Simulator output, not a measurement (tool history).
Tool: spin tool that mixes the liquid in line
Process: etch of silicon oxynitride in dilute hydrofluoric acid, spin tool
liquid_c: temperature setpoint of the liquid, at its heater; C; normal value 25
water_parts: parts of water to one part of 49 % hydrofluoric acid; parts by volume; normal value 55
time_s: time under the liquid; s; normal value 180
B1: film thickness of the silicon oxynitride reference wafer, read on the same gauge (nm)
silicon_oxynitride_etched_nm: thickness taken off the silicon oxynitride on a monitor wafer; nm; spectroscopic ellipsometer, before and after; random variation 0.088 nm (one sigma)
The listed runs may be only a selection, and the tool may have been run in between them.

{"run": 1, "day": 0.0, "liquid_c": 25, "water_parts": 55, "time_s": 180, "B1": 60.04, "silicon_oxynitride_etched_nm": 11.96}
{"run": 2, "day": 0.829, "liquid_c": 25, "water_parts": 55, "time_s": 180, "B1": 60.03, "silicon_oxynitride_etched_nm": 11.88}
{"run": 3, "day": 2.133, "liquid_c": 27, "water_parts": 40, "time_s": 180, "B1": 59.99, "silicon_oxynitride_etched_nm": 18.42}
{"run": 4, "day": 3.088, "liquid_c": 27, "water_parts": 40, "time_s": 180, "B1": 60, "silicon_oxynitride_etched_nm": 18.1}
{"run": 5, "day": 4.25, "liquid_c": 27, "water_parts": 40, "time_s": 180, "B1": 59.99, "silicon_oxynitride_etched_nm": 18.26}
{"run": 6, "day": 4.838, "liquid_c": 25, "water_parts": 55, "time_s": 240, "B1": 59.99, "silicon_oxynitride_etched_nm": 15.97}
{"day": 5.562, "done": "gauge calibrated"}
{"run": 7, "day": 5.588, "liquid_c": 25, "water_parts": 55, "time_s": 240, "B1": 59.99, "silicon_oxynitride_etched_nm": 16.3}
{"run": 8, "day": 6.908, "liquid_c": 25, "water_parts": 55, "time_s": 240, "B1": 59.97, "silicon_oxynitride_etched_nm": 16.24}
{"run": 9, "day": 8.308, "liquid_c": 25, "water_parts": 55, "time_s": 180, "B1": 60.01, "silicon_oxynitride_etched_nm": 12.26}
{"run": 10, "day": 9.492, "liquid_c": 25, "water_parts": 55, "time_s": 180, "B1": 60, "silicon_oxynitride_etched_nm": 12.36}
{"run": 11, "day": 10.325, "liquid_c": 25, "water_parts": 55, "time_s": 180, "B1": 60.02, "silicon_oxynitride_etched_nm": 12.55}
{"day": 10.988, "done": "thermometer replaced"}
{"run": 12, "day": 11.012, "liquid_c": 25, "water_parts": 55, "time_s": 180, "B1": 60, "silicon_oxynitride_etched_nm": 11.56}
{"run": 13, "day": 12.046, "liquid_c": 25, "water_parts": 55, "time_s": 180, "B1": 59.99, "silicon_oxynitride_etched_nm": 11.51}
{"run": 14, "day": 13.246, "liquid_c": 30, "water_parts": 40, "time_s": 265, "B1": 59.94, "silicon_oxynitride_etched_nm": 29.64}
{"run": 15, "day": 14.521, "liquid_c": 23, "water_parts": 55, "time_s": 180, "B1": 60.03, "silicon_oxynitride_etched_nm": 10.63}
{"run": 16, "day": 15.288, "liquid_c": 23.5, "water_parts": 85, "time_s": 180, "B1": 59.99, "silicon_oxynitride_etched_nm": 6.99}
{"run": 17, "day": 18.65, "liquid_c": 25, "water_parts": 55, "time_s": 180, "B1": 59.97, "silicon_oxynitride_etched_nm": 11.74}
{"day": 19.775, "done": "hydrofluoric acid flow meter replaced"}
{"run": 18, "day": 19.946, "liquid_c": 21, "water_parts": 35, "time_s": 230, "B1": 60, "silicon_oxynitride_etched_nm": 17.42}
{"run": 19, "day": 20.912, "liquid_c": 25, "water_parts": 75, "time_s": 105, "B1": 59.99, "silicon_oxynitride_etched_nm": 4.41}
{"run": 20, "day": 22.008, "liquid_c": 25, "water_parts": 70, "time_s": 95, "B1": 60.01, "silicon_oxynitride_etched_nm": 4.34}
{"run": 21, "day": 23.233, "liquid_c": 29, "water_parts": 75, "time_s": 95, "B1": 59.99, "silicon_oxynitride_etched_nm": 4.88}
{"run": 22, "day": 24.004, "liquid_c": 25, "water_parts": 55, "time_s": 180, "B1": 59.99, "silicon_oxynitride_etched_nm": 10.61}
{"run": 23, "day": 24.912, "liquid_c": 25, "water_parts": 75, "time_s": 180, "B1": 59.98, "silicon_oxynitride_etched_nm": 7.72}
{"run": 24, "day": 25.562, "liquid_c": 25, "water_parts": 65, "time_s": 180, "B1": 59.94, "silicon_oxynitride_etched_nm": 8.92}
{"run": 25, "day": 26.85, "liquid_c": 25, "water_parts": 55, "time_s": 110, "B1": 60.01, "silicon_oxynitride_etched_nm": 6.52}
{"run": 26, "day": 28.238, "liquid_c": 21, "water_parts": 65, "time_s": 270, "B1": 59.98, "silicon_oxynitride_etched_nm": 11.15}
{"run": 27, "day": 28.983, "liquid_c": 25, "water_parts": 55, "time_s": 270, "B1": 59.99, "silicon_oxynitride_etched_nm": 16.27}
{"run": 28, "day": 30.408, "liquid_c": 25, "water_parts": 55, "time_s": 180, "B1": 59.99, "silicon_oxynitride_etched_nm": 10.75}
{"run": 29, "day": 31.183, "liquid_c": 28.5, "water_parts": 55, "time_s": 290, "B1": 59.99, "silicon_oxynitride_etched_nm": 20.89}
{"run": 30, "day": 32.554, "liquid_c": 25, "water_parts": 55, "time_s": 180, "B1": 60.05, "silicon_oxynitride_etched_nm": 11}
{"run": 31, "day": 33.658, "liquid_c": 25, "water_parts": 55, "time_s": 180, "B1": 60.01, "silicon_oxynitride_etched_nm": 11.05}
{"run": 32, "day": 34.708, "liquid_c": 25, "water_parts": 55, "time_s": 180, "B1": 60.02, "silicon_oxynitride_etched_nm": 11.06}
{"run": 33, "day": 35.921, "liquid_c": 21, "water_parts": 55, "time_s": 180, "B1": 60.05, "silicon_oxynitride_etched_nm": 9.13}
{"run": 34, "day": 36.771, "liquid_c": 25, "water_parts": 55, "time_s": 180, "B1": 60, "silicon_oxynitride_etched_nm": 11.11}

Some steps in silicon_oxynitride_etched_nm, run to run, broken into two amounts with sign: the step expected even without the hidden condition (settings, incoming material, random variation), and the rest, left for the hidden condition together with whatever gauge scatter is not in both the measured and the hidden-condition-free result:
What the log doesn't record here: liquid hotter than its thermometer reads (K); hydrofluoric acid flow above the setpoint (%); gauge reads high (%).
Run 2 -> 3: liquid_c 25 -> 27, water_parts 55 -> 40. silicon_oxynitride_etched_nm +6.54 nm: hidden state +1.02, all else +5.52.
Run 13 -> 14: liquid_c 25 -> 30, water_parts 55 -> 40, time_s 180 -> 265. silicon_oxynitride_etched_nm +18.13 nm: hidden state +2.31, all else +15.82.
Run 14 -> 15: liquid_c 30 -> 23, water_parts 40 -> 55, time_s 265 -> 180. silicon_oxynitride_etched_nm -19.01 nm: hidden state -2.34, all else -16.67.
Run 18 -> 19: liquid_c 21 -> 25, water_parts 35 -> 75, time_s 230 -> 105. silicon_oxynitride_etched_nm -13.01 nm: hidden state -0.5, all else -12.51.
